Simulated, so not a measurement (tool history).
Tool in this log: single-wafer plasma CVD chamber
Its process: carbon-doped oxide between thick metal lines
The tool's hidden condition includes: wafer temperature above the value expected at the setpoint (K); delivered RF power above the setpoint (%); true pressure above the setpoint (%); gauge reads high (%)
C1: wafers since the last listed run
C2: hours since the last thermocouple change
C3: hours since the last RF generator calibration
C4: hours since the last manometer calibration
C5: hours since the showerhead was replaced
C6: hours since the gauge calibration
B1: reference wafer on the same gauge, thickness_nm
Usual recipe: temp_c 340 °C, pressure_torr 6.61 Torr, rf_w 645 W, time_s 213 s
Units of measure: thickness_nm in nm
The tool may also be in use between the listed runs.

{"run": 1, "hour": 0.0, "temp_c": 340, "pressure_torr": 6.61, "rf_w": 645, "time_s": 201, "C1": 0, "C2": 889.0, "C3": 2406.2, "C4": 1909.6, "C5": 3570.1, "C6": 436.0, "B1": 1310.19, "thickness_nm": 1112.453}
{"run": 2, "hour": 22.3, "temp_c": 340, "pressure_torr": 6.61, "rf_w": 645, "time_s": 201, "C1": 238, "C2": 911.3, "C3": 2428.5, "C4": 1931.9, "C5": 3592.4, "C6": 458.3, "B1": 1309.504, "thickness_nm": 1109.438}
{"hour": 64.7, "done": "RF generator calibrated"}
{"run": 3, "hour": 122.9, "temp_c": 340, "pressure_torr": 6.61, "rf_w": 555, "time_s": 213, "C1": 989, "C2": 1011.9, "C3": 58.2, "C4": 2032.5, "C5": 3693.0, "C6": 558.9, "B1": 1310.15, "thickness_nm": 1138.28}
{"run": 4, "hour": 137.5, "temp_c": 340, "pressure_torr": 6.61, "rf_w": 555, "time_s": 213, "C1": 156, "C2": 1026.5, "C3": 72.8, "C4": 2047.1, "C5": 3707.6, "C6": 573.5, "B1": 1310.169, "thickness_nm": 1140.476}
{"run": 5, "hour": 155.1, "temp_c": 340, "pressure_torr": 6.61, "rf_w": 555, "time_s": 213, "C1": 188, "C2": 1044.1, "C3": 90.4, "C4": 2064.7, "C5": 3725.2, "C6": 591.1, "B1": 1310.062, "thickness_nm": 1132.312}
{"run": 6, "hour": 189.1, "temp_c": 340, "pressure_torr": 6.61, "rf_w": 645, "time_s": 213, "C1": 363, "C2": 1078.1, "C3": 124.4, "C4": 2098.7, "C5": 3759.2, "C6": 625.1, "B1": 1309.08, "thickness_nm": 1218.096}
{"run": 7, "hour": 222.2, "temp_c": 340, "pressure_torr": 6.61, "rf_w": 645, "time_s": 213, "C1": 353, "C2": 1111.2, "C3": 157.5, "C4": 2131.8, "C5": 3792.3, "C6": 658.2, "B1": 1310.028, "thickness_nm": 1222.637}
{"hour": 237.5, "done": "thermocouple changed; heater temperature recalibrated"}
{"run": 8, "hour": 238.0, "temp_c": 348, "pressure_torr": 7.5, "rf_w": 750, "time_s": 187, "C1": 83, "C2": 0.5, "C3": 173.3, "C4": 2147.6, "C5": 3808.1, "C6": 674.0, "B1": 1309.574, "thickness_nm": 1165.663}
{"run": 9, "hour": 271.6, "temp_c": 340, "pressure_torr": 6.61, "rf_w": 645, "time_s": 213, "C1": 359, "C2": 34.1, "C3": 206.9, "C4": 2181.2, "C5": 3841.7, "C6": 707.6, "B1": 1310.398, "thickness_nm": 1252.844}
{"run": 10, "hour": 290.8, "temp_c": 335, "pressure_torr": 5.8, "rf_w": 685, "time_s": 183, "C1": 205, "C2": 53.3, "C3": 226.1, "C4": 2200.4, "C5": 3860.9, "C6": 726.8, "B1": 1309.858, "thickness_nm": 1115.732}
{"run": 11, "hour": 306.5, "temp_c": 340, "pressure_torr": 7.63, "rf_w": 755, "time_s": 213, "C1": 167, "C2": 69.0, "C3": 241.8, "C4": 2216.1, "C5": 3876.6, "C6": 742.5, "B1": 1309.221, "thickness_nm": 1362.87}
{"run": 12, "hour": 339.0, "temp_c": 346, "pressure_torr": 6.61, "rf_w": 645, "time_s": 213, "C1": 347, "C2": 101.5, "C3": 274.3, "C4": 2248.6, "C5": 3909.1, "C6": 775.0, "B1": 1310.38, "thickness_nm": 1221.148}
{"hour": 363.7, "done": "capacitance manometer re-zeroed and calibrated"}
{"run": 13, "hour": 364.2, "temp_c": 353, "pressure_torr": 7.76, "rf_w": 645, "time_s": 213, "C1": 183, "C2": 126.7, "C3": 299.5, "C4": 0.5, "C5": 3934.3, "C6": 800.2, "B1": 1311.198, "thickness_nm": 1207.016}
{"run": 14, "hour": 376.7, "temp_c": 348, "pressure_torr": 5.77, "rf_w": 645, "time_s": 183, "C1": 133, "C2": 139.2, "C3": 312.0, "C4": 13.0, "C5": 3946.8, "C6": 812.7, "B1": 1310.675, "thickness_nm": 1029.848}
{"run": 15, "hour": 398.0, "temp_c": 345, "pressure_torr": 6.16, "rf_w": 645, "time_s": 213, "C1": 227, "C2": 160.5, "C3": 333.3, "C4": 34.3, "C5": 3968.1, "C6": 834.0, "B1": 1310.281, "thickness_nm": 1220.137}
{"run": 16, "hour": 428.0, "temp_c": 340, "pressure_torr": 5.02, "rf_w": 685, "time_s": 237, "C1": 320, "C2": 190.5, "C3": 363.3, "C4": 64.3, "C5": 3998.1, "C6": 864.0, "B1": 1310.599, "thickness_nm": 1397.213}
{"run": 17, "hour": 443.5, "temp_c": 326, "pressure_torr": 7.7, "rf_w": 645, "time_s": 213, "C1": 165, "C2": 206.0, "C3": 378.8, "C4": 79.8, "C5": 4013.6, "C6": 879.5, "B1": 1309.701, "thickness_nm": 1307.969}
{"hour": 447.7, "done": "gauge calibrated"}
{"hour": 452.6, "done": "showerhead replaced"}
{"run": 18, "hour": 455.6, "temp_c": 346, "pressure_torr": 5.86, "rf_w": 755, "time_s": 179, "C1": 43, "C2": 218.1, "C3": 390.9, "C4": 91.9, "C5": 3.0, "C6": 7.9, "B1": 1309.796, "thickness_nm": 1097.659}
{"run": 19, "hour": 489.1, "temp_c": 340, "pressure_torr": 6.61, "rf_w": 645, "time_s": 213, "C1": 357, "C2": 251.6, "C3": 424.4, "C4": 125.4, "C5": 36.5, "C6": 41.4, "B1": 1309.603, "thickness_nm": 1241.69}
{"run": 20, "hour": 516.3, "temp_c": 340, "pressure_torr": 6.61, "rf_w": 645, "time_s": 213, "C1": 290, "C2": 278.8, "C3": 451.6, "C4": 152.6, "C5": 63.7, "C6": 68.6, "B1": 1309.577, "thickness_nm": 1236.919}
{"run": 21, "hour": 536.6, "temp_c": 340, "pressure_torr": 6.61, "rf_w": 645, "time_s": 213, "C1": 216, "C2": 299.1, "C3": 471.9, "C4": 172.9, "C5": 84.0, "C6": 88.9, "B1": 1309.55, "thickness_nm": 1228.787}
{"run": 22, "hour": 564.3, "temp_c": 340, "pressure_torr": 5.49, "rf_w": 700, "time_s": 213, "C1": 295, "C2": 326.8, "C3": 499.6, "C4": 200.6, "C5": 111.7, "C6": 116.6, "B1": 1310.883, "thickness_nm": 1263.276}
{"run": 23, "hour": 595.9, "temp_c": 340, "pressure_torr": 6.61, "rf_w": 645, "time_s": 213, "C1": 337, "C2": 358.4, "C3": 531.2, "C4": 232.2, "C5": 143.3, "C6": 148.2, "B1": 1310.023, "thickness_nm": 1234.678}
{"run": 24, "hour": 672.0, "temp_c": 326, "pressure_torr": 6.61, "rf_w": 645, "time_s": 247, "C1": 813, "C2": 434.5, "C3": 607.3, "C4": 308.3, "C5": 219.4, "C6": 224.3, "B1": 1310.361, "thickness_nm": 1493.115}
{"run": 25, "hour": 696.7, "temp_c": 340, "pressure_torr": 6.61, "rf_w": 645, "time_s": 213, "C1": 263, "C2": 459.2, "C3": 632.0, "C4": 333.0, "C5": 244.1, "C6": 249.0, "B1": 1310.545, "thickness_nm": 1232.558}
{"run": 26, "hour": 717.4, "temp_c": 328, "pressure_torr": 6.19, "rf_w": 530, "time_s": 199, "C1": 221, "C2": 479.9, "C3": 652.7, "C4": 353.7, "C5": 264.8, "C6": 269.7, "B1": 1309.677, "thickness_nm": 1073.475}
{"run": 27, "hour": 766.5, "temp_c": 344, "pressure_torr": 7.5, "rf_w": 585, "time_s": 254, "C1": 524, "C2": 529.0, "C3": 701.8, "C4": 402.8, "C5": 313.9, "C6": 318.8, "B1": 1309.305, "thickness_nm": 1390.967}
{"run": 28, "hour": 780.9, "temp_c": 340, "pressure_torr": 6.61, "rf_w": 585, "time_s": 229, "C1": 153, "C2": 543.4, "C3": 716.2, "C4": 417.2, "C5": 328.3, "C6": 333.2, "B1": 1309.073, "thickness_nm": 1251.725}

Alternative continuations, all from the tool just after run 28; predict every row:
{"run": "A", "hour": 781.4, "temp_c": 340, "pressure_torr": 6.61, "rf_w": 610, "time_s": 213, "C1": 5, "C2": 543.9, "C3": 716.7, "C4": 417.7, "C5": 328.8, "C6": 333.7, "B1": "?", "thickness_nm": "?"}
{"run": "B", "hour": 781.4, "temp_c": 328, "pressure_torr": 6.61, "rf_w": 645, "time_s": 213, "C1": 5, "C2": 543.9, "C3": 716.7, "C4": 417.7, "C5": 328.8, "C6": 333.7, "B1": "?", "thickness_nm": "?"}
{"run": "C", "hour": 781.4, "temp_c": 340, "pressure_torr": 6.61, "rf_w": 710, "time_s": 213, "C1": 5, "C2": 543.9, "C3": 716.7, "C4": 417.7, "C5": 328.8, "C6": 333.7, "B1": "?", "thickness_nm": "?"}
{"run": "D", "hour": 781.4, "temp_c": 340, "pressure_torr": 6.61, "rf_w": 645, "time_s": 189, "C1": 5, "C2": 543.9, "C3": 716.7, "C4": 417.7, "C5": 328.8, "C6": 333.7, "B1": "?", "thickness_nm": "?"}

run=A B1=1308.949 thickness_nm=1186.984
run=B B1=1308.949 thickness_nm=1268.126
run=C B1=1308.949 thickness_nm=1283.811
run=D B1=1308.949 thickness_nm=1084.517
With no hidden state in the tool, these same runs would have given:
run=A thickness_nm=1216.030
run=B thickness_nm=1301.045
run=C thickness_nm=1314.591
run=D thickness_nm=1111.056
